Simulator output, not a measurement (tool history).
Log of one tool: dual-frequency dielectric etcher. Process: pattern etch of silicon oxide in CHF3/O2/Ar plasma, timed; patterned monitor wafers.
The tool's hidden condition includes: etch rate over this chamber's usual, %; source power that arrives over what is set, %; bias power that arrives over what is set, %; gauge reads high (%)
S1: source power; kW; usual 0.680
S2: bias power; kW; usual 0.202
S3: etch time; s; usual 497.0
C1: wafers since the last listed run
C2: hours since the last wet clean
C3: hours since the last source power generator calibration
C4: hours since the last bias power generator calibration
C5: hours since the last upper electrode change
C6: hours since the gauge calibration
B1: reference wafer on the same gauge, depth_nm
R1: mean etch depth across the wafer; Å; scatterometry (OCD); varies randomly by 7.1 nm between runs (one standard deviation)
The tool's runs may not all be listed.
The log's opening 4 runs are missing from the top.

{"run": 5, "hour": 265.2, "S1": 0.61, "S2": 0.227, "S3": 497.0, "C1": 267, "C2": 153.2, "C3": 586.6, "C4": 3833.9, "C5": 1832.2, "C6": 1771.7, "B1": 982.1, "R1": 10364}
{"run": 6, "hour": 370.3, "S1": 0.68, "S2": 0.202, "S3": 497.0, "C1": 480, "C2": 258.3, "C3": 691.7, "C4": 3939.0, "C5": 1937.3, "C6": 1876.8, "B1": 980.5, "R1": 10010}
{"run": 7, "hour": 423.4, "S1": 0.68, "S2": 0.202, "S3": 497.0, "C1": 242, "C2": 311.4, "C3": 744.8, "C4": 3992.1, "C5": 1990.4, "C6": 1929.9, "B1": 980.0, "R1": 10038}
{"run": 8, "hour": 520.8, "S1": 0.68, "S2": 0.202, "S3": 497.0, "C1": 445, "C2": 408.8, "C3": 842.2, "C4": 4089.5, "C5": 2087.8, "C6": 2027.3, "B1": 978.8, "R1": 10014}
{"run": 9, "hour": 609.2, "S1": 0.68, "S2": 0.202, "S3": 537.0, "C1": 404, "C2": 497.2, "C3": 930.6, "C4": 4177.9, "C5": 2176.2, "C6": 2115.7, "B1": 980.8, "R1": 10835}
{"hour": 656.6, "done": "bias power generator calibrated"}
{"run": 10, "hour": 716.1, "S1": 0.57, "S2": 0.17, "S3": 497.0, "C1": 470, "C2": 604.1, "C3": 1037.5, "C4": 59.5, "C5": 2283.1, "C6": 2222.6, "B1": 980.6, "R1": 8975}
{"run": 11, "hour": 763.0, "S1": 0.57, "S2": 0.17, "S3": 497.0, "C1": 214, "C2": 651.0, "C3": 1084.4, "C4": 106.4, "C5": 2330.0, "C6": 2269.5, "B1": 981.7, "R1": 8848}
{"hour": 816.5, "done": "wet clean of the chamber"}
{"run": 12, "hour": 826.3, "S1": 0.57, "S2": 0.17, "S3": 497.0, "C1": 179, "C2": 9.8, "C3": 1147.7, "C4": 169.7, "C5": 2393.3, "C6": 2332.8, "B1": 980.5, "R1": 9391}
{"run": 13, "hour": 899.2, "S1": 0.51, "S2": 0.202, "S3": 590.0, "C1": 333, "C2": 82.7, "C3": 1220.6, "C4": 242.6, "C5": 2466.2, "C6": 2405.7, "B1": 979.3, "R1": 11420}
{"run": 14, "hour": 971.7, "S1": 0.76, "S2": 0.202, "S3": 497.0, "C1": 331, "C2": 155.2, "C3": 1293.1, "C4": 315.1, "C5": 2538.7, "C6": 2478.2, "B1": 980.4, "R1": 10507}
{"run": 15, "hour": 1056.7, "S1": 0.68, "S2": 0.202, "S3": 497.0, "C1": 388, "C2": 240.2, "C3": 1378.1, "C4": 400.1, "C5": 2623.7, "C6": 2563.2, "B1": 979.4, "R1": 10102}
{"run": 16, "hour": 1160.5, "S1": 0.81, "S2": 0.202, "S3": 447.0, "C1": 474, "C2": 344.0, "C3": 1481.9, "C4": 503.9, "C5": 2727.5, "C6": 2667.0, "B1": 980.7, "R1": 9633}
{"hour": 1207.0, "done": "upper electrode replaced"}
{"run": 17, "hour": 1228.2, "S1": 0.68, "S2": 0.174, "S3": 590.5, "C1": 199, "C2": 411.7, "C3": 1549.6, "C4": 571.6, "C5": 21.2, "C6": 2734.7, "B1": 979.1, "R1": 11359}
{"run": 18, "hour": 1275.8, "S1": 0.59, "S2": 0.216, "S3": 572.5, "C1": 217, "C2": 459.3, "C3": 1597.2, "C4": 619.2, "C5": 68.8, "C6": 2782.3, "B1": 980.9, "R1": 11289}
{"run": 19, "hour": 1323.5, "S1": 0.68, "S2": 0.202, "S3": 497.0, "C1": 218, "C2": 507.0, "C3": 1644.9, "C4": 666.9, "C5": 116.5, "C6": 2830.0, "B1": 981.2, "R1": 10040}
{"hour": 1349.8, "done": "source power generator calibrated"}
{"run": 20, "hour": 1373.0, "S1": 0.68, "S2": 0.202, "S3": 497.0, "C1": 208, "C2": 556.5, "C3": 23.2, "C4": 716.4, "C5": 166.0, "C6": 2879.5, "B1": 980.2, "R1": 9908}
{"hour": 1385.7, "done": "gauge calibrated"}
{"hour": 1451.6, "done": "wet clean of the chamber"}
{"run": 21, "hour": 1456.8, "S1": 0.63, "S2": 0.202, "S3": 497.0, "C1": 273, "C2": 5.2, "C3": 107.0, "C4": 800.2, "C5": 249.8, "C6": 71.1, "B1": 979.5, "R1": 9967}
{"run": 22, "hour": 1545.6, "S1": 0.82, "S2": 0.202, "S3": 383.0, "C1": 406, "C2": 94.0, "C3": 195.8, "C4": 889.0, "C5": 338.6, "C6": 159.9, "B1": 978.8, "R1": 8177}
{"run": 23, "hour": 1622.7, "S1": 0.59, "S2": 0.186, "S3": 631.0, "C1": 352, "C2": 171.1, "C3": 272.9, "C4": 966.1, "C5": 415.7, "C6": 237.0, "B1": 979.7, "R1": 12107}

For run 24, what comes out?
{"run": 24, "hour": 1674.6, "S1": 0.68, "S2": 0.202, "S3": 497.0, "C1": 237, "C2": 223.0, "C3": 324.8, "C4": 1018.0, "C5": 467.6, "C6": 288.9, "B1": "?", "R1": "?"}

Run 24 produced B1 981.1, R1 9982 Å.
Had the tool carried no hidden state, the very same run would have given R1 10217 Å.

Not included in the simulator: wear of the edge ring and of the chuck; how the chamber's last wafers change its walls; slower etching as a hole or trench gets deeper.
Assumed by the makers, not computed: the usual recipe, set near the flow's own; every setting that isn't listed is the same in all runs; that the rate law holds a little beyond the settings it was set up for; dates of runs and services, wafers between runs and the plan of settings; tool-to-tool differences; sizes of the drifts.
